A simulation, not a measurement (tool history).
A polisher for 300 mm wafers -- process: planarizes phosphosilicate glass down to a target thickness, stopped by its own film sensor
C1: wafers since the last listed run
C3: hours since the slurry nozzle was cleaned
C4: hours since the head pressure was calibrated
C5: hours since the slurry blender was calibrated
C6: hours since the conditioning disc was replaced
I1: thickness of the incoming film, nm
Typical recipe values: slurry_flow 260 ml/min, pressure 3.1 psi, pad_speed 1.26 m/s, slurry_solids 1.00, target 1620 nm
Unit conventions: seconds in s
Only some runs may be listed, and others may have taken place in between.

{"run": 1, "hour": 0.0, "slurry_flow": 200, "pressure": 3.1, "pad_speed": 1.26, "slurry_solids": 1.0, "target": 1620, "C1": 0, "wafers polished on this pad": 2577, "C3": 157.0, "C4": 605.4, "C5": 242.2, "C6": 523.3, "I1": 2392.6, "seconds": 94.3}
{"run": 2, "hour": 84.1, "slurry_flow": 260, "pressure": 3.1, "pad_speed": 1.26, "slurry_solids": 1.0, "target": 1620, "C1": 767, "wafers polished on this pad": 3344, "C3": 241.1, "C4": 689.5, "C5": 326.3, "C6": 607.4, "I1": 2401.6, "seconds": 93.6}
{"hour": 173.9, "done": "conditioning disc replaced and pad reconditioned"}
{"run": 3, "hour": 181.6, "slurry_flow": 260, "pressure": 3.1, "pad_speed": 1.26, "slurry_solids": 1.0, "target": 1620, "C1": 871, "wafers polished on this pad": 4215, "C3": 338.6, "C4": 787.0, "C5": 423.8, "C6": 7.7, "I1": 2363.1, "seconds": 87.5}
{"run": 4, "hour": 281.1, "slurry_flow": 260, "pressure": 3.1, "pad_speed": 1.26, "slurry_solids": 1.0, "target": 1620, "C1": 907, "wafers polished on this pad": 5123, "C3": 438.1, "C4": 886.5, "C5": 523.3, "C6": 107.2, "I1": 2307.6, "seconds": 84.4}
{"hour": 286.6, "done": "worn pad replaced by a new one"}
{"run": 5, "hour": 353.2, "slurry_flow": 195, "pressure": 2.2, "pad_speed": 1.26, "slurry_solids": 1.0, "target": 1620, "C1": 621, "wafers polished on this pad": 607, "C3": 510.2, "C4": 958.6, "C5": 595.4, "C6": 179.3, "I1": 2336.4, "seconds": 106.9}
{"hour": 391.0, "done": "slurry blender recalibrated"}
{"run": 6, "hour": 414.9, "slurry_flow": 315, "pressure": 3.1, "pad_speed": 1.26, "slurry_solids": 0.85, "target": 1620, "C1": 544, "wafers polished on this pad": 1152, "C3": 571.9, "C4": 1020.3, "C5": 23.9, "C6": 241.0, "I1": 2342.6, "seconds": 86.6}
{"run": 7, "hour": 452.5, "slurry_flow": 260, "pressure": 3.1, "pad_speed": 1.26, "slurry_solids": 1.0, "target": 1620, "C1": 343, "wafers polished on this pad": 1495, "C3": 609.5, "C4": 1057.9, "C5": 61.5, "C6": 278.6, "I1": 2384.9, "seconds": 89.1}
{"hour": 495.5, "done": "slurry nozzle cleaned"}
{"run": 8, "hour": 524.4, "slurry_flow": 260, "pressure": 3.9, "pad_speed": 1.26, "slurry_solids": 1.0, "target": 1447, "C1": 646, "wafers polished on this pad": 2142, "C3": 28.9, "C4": 1129.8, "C5": 133.4, "C6": 350.5, "I1": 2381.0, "seconds": 93.1}
{"run": 9, "hour": 578.9, "slurry_flow": 260, "pressure": 3.6, "pad_speed": 1.26, "slurry_solids": 1.0, "target": 1530, "C1": 497, "wafers polished on this pad": 2639, "C3": 83.4, "C4": 1184.3, "C5": 187.9, "C6": 405.0, "I1": 2372.9, "seconds": 89.6}
{"run": 10, "hour": 650.4, "slurry_flow": 200, "pressure": 3.1, "pad_speed": 1.26, "slurry_solids": 0.85, "target": 1620, "C1": 652, "wafers polished on this pad": 3291, "C3": 154.9, "C4": 1255.8, "C5": 259.4, "C6": 476.5, "I1": 2328.1, "seconds": 91.3}
{"run": 11, "hour": 713.9, "slurry_flow": 285, "pressure": 3.9, "pad_speed": 1.26, "slurry_solids": 1.2, "target": 1466, "C1": 579, "wafers polished on this pad": 3871, "C3": 218.4, "C4": 1319.3, "C5": 322.9, "C6": 540.0, "I1": 2387.4, "seconds": 86.3}
{"hour": 799.1, "done": "conditioning disc replaced and pad reconditioned"}
{"run": 12, "hour": 806.0, "slurry_flow": 260, "pressure": 3.1, "pad_speed": 1.42, "slurry_solids": 1.3, "target": 1620, "C1": 821, "wafers polished on this pad": 4693, "C3": 310.5, "C4": 1411.4, "C5": 415.0, "C6": 6.9, "I1": 2353.2, "seconds": 72.9}
{"hour": 851.4, "done": "worn pad replaced by a new one"}
{"hour": 874.7, "done": "head pressure recalibrated"}
{"run": 13, "hour": 882.2, "slurry_flow": 325, "pressure": 3.1, "pad_speed": 0.84, "slurry_solids": 1.0, "target": 1620, "C1": 640, "wafers polished on this pad": 262, "C3": 386.7, "C4": 7.5, "C5": 491.2, "C6": 83.1, "I1": 2380.9, "seconds": 116.4}
{"run": 14, "hour": 954.4, "slurry_flow": 260, "pressure": 3.1, "pad_speed": 1.26, "slurry_solids": 1.0, "target": 1620, "C1": 658, "wafers polished on this pad": 921, "C3": 458.9, "C4": 79.7, "C5": 563.4, "C6": 155.3, "I1": 2385.7, "seconds": 87.1}
{"hour": 988.2, "done": "slurry blender recalibrated"}
{"run": 15, "hour": 1041.9, "slurry_flow": 260, "pressure": 3.1, "pad_speed": 1.26, "slurry_solids": 1.0, "target": 1620, "C1": 780, "wafers polished on this pad": 1701, "C3": 546.4, "C4": 167.2, "C5": 53.7, "C6": 242.8, "I1": 2399.1, "seconds": 89.6}
{"run": 16, "hour": 1119.7, "slurry_flow": 200, "pressure": 3.1, "pad_speed": 1.26, "slurry_solids": 0.7, "target": 1490, "C1": 709, "wafers polished on this pad": 2411, "C3": 624.2, "C4": 245.0, "C5": 131.5, "C6": 320.6, "I1": 2343.7, "seconds": 116.7}
{"hour": 1137.9, "done": "slurry nozzle cleaned"}
{"run": 17, "hour": 1185.0, "slurry_flow": 260, "pressure": 3.1, "pad_speed": 1.26, "slurry_solids": 1.3, "target": 1857, "C1": 586, "wafers polished on this pad": 2997, "C3": 47.1, "C4": 310.3, "C5": 196.8, "C6": 385.9, "I1": 2374.2, "seconds": 57.4}
{"run": 18, "hour": 1292.4, "slurry_flow": 260, "pressure": 3.1, "pad_speed": 1.26, "slurry_solids": 1.0, "target": 1620, "C1": 979, "wafers polished on this pad": 3977, "C3": 154.5, "C4": 417.7, "C5": 304.2, "C6": 493.3, "I1": 2348.0, "seconds": 88.6}
{"hour": 1363.2, "done": "conditioning disc replaced and pad reconditioned"}
{"run": 19, "hour": 1366.9, "slurry_flow": 260, "pressure": 3.1, "pad_speed": 1.4, "slurry_solids": 1.0, "target": 1838, "C1": 661, "wafers polished on this pad": 4639, "C3": 229.0, "C4": 492.2, "C5": 378.7, "C6": 3.7, "I1": 2353.5, "seconds": 56.7}
{"run": 20, "hour": 1419.4, "slurry_flow": 310, "pressure": 3.1, "pad_speed": 1.26, "slurry_solids": 1.0, "target": 1731, "C1": 478, "wafers polished on this pad": 5118, "C3": 281.5, "C4": 544.7, "C5": 431.2, "C6": 56.2, "I1": 2379.2, "seconds": 75.6}
{"hour": 1485.4, "done": "worn pad replaced by a new one"}
{"run": 21, "hour": 1494.3, "slurry_flow": 260, "pressure": 3.1, "pad_speed": 1.26, "slurry_solids": 1.0, "target": 1620, "C1": 646, "wafers polished on this pad": 81, "C3": 356.4, "C4": 619.6, "C5": 506.1, "C6": 131.1, "I1": 2341.9, "seconds": 79.5}
{"hour": 1569.8, "done": "slurry blender recalibrated"}
{"run": 22, "hour": 1595.4, "slurry_flow": 260, "pressure": 3.1, "pad_speed": 1.26, "slurry_solids": 1.0, "target": 1620, "C1": 904, "wafers polished on this pad": 985, "C3": 457.5, "C4": 720.7, "C5": 25.6, "C6": 232.2, "I1": 2409.1, "seconds": 90.6}
{"run": 23, "hour": 1643.1, "slurry_flow": 260, "pressure": 2.1, "pad_speed": 1.64, "slurry_solids": 1.15, "target": 1483, "C1": 435, "wafers polished on this pad": 1420, "C3": 505.2, "C4": 768.4, "C5": 73.3, "C6": 279.9, "I1": 2329.2, "seconds": 97.4}
{"hour": 1723.9, "done": "slurry nozzle cleaned"}
{"run": 24, "hour": 1726.8, "slurry_flow": 260, "pressure": 3.1, "pad_speed": 1.26, "slurry_solids": 0.85, "target": 1620, "C1": 754, "wafers polished on this pad": 2175, "C3": 2.9, "C4": 852.1, "C5": 157.0, "C6": 363.6, "I1": 2404.1, "seconds": 99.6}

Below are 5 alternative next runs, each starting from the tool's condition after run 24. Predict each:
{"run": "A", "hour": 1727.2, "slurry_flow": 260, "pressure": 3.8, "pad_speed": 1.26, "slurry_solids": 1.0, "target": 1620, "C1": 3, "wafers polished on this pad": 2178, "C3": 3.3, "C4": 852.5, "C5": 157.4, "C6": 364.0, "I1": 2401.8, "seconds": "?"}
{"run": "B", "hour": 1727.2, "slurry_flow": 295, "pressure": 4.0, "pad_speed": 1.26, "slurry_solids": 1.0, "target": 1745, "C1": 3, "wafers polished on this pad": 2178, "C3": 3.3, "C4": 852.5, "C5": 157.4, "C6": 364.0, "I1": 2401.8, "seconds": "?"}
{"run": "C", "hour": 1727.2, "slurry_flow": 235, "pressure": 3.1, "pad_speed": 1.26, "slurry_solids": 0.8, "target": 1807, "C1": 3, "wafers polished on this pad": 2178, "C3": 3.3, "C4": 852.5, "C5": 157.4, "C6": 364.0, "I1": 2401.8, "seconds": "?"}
{"run": "D", "hour": 1727.2, "slurry_flow": 260, "pressure": 3.1, "pad_speed": 1.26, "slurry_solids": 1.25, "target": 1620, "C1": 3, "wafers polished on this pad": 2178, "C3": 3.3, "C4": 852.5, "C5": 157.4, "C6": 364.0, "I1": 2401.8, "seconds": "?"}
{"run": "E", "hour": 1727.2, "slurry_flow": 260, "pressure": 2.3, "pad_speed": 1.26, "slurry_solids": 0.7, "target": 1730, "C1": 3, "wafers polished on this pad": 2178, "C3": 3.3, "C4": 852.5, "C5": 157.4, "C6": 364.0, "I1": 2401.8, "seconds": "?"}

run=A seconds=78.9
run=B seconds=63.1
run=C seconds=76.6
run=D seconds=84.2
run=E seconds=110.5
Without the tool's unlogged condition, the same runs would have read:
run=A seconds=73.5
run=B seconds=58.8
run=C seconds=71.4
run=D seconds=78.4
run=E seconds=103.0

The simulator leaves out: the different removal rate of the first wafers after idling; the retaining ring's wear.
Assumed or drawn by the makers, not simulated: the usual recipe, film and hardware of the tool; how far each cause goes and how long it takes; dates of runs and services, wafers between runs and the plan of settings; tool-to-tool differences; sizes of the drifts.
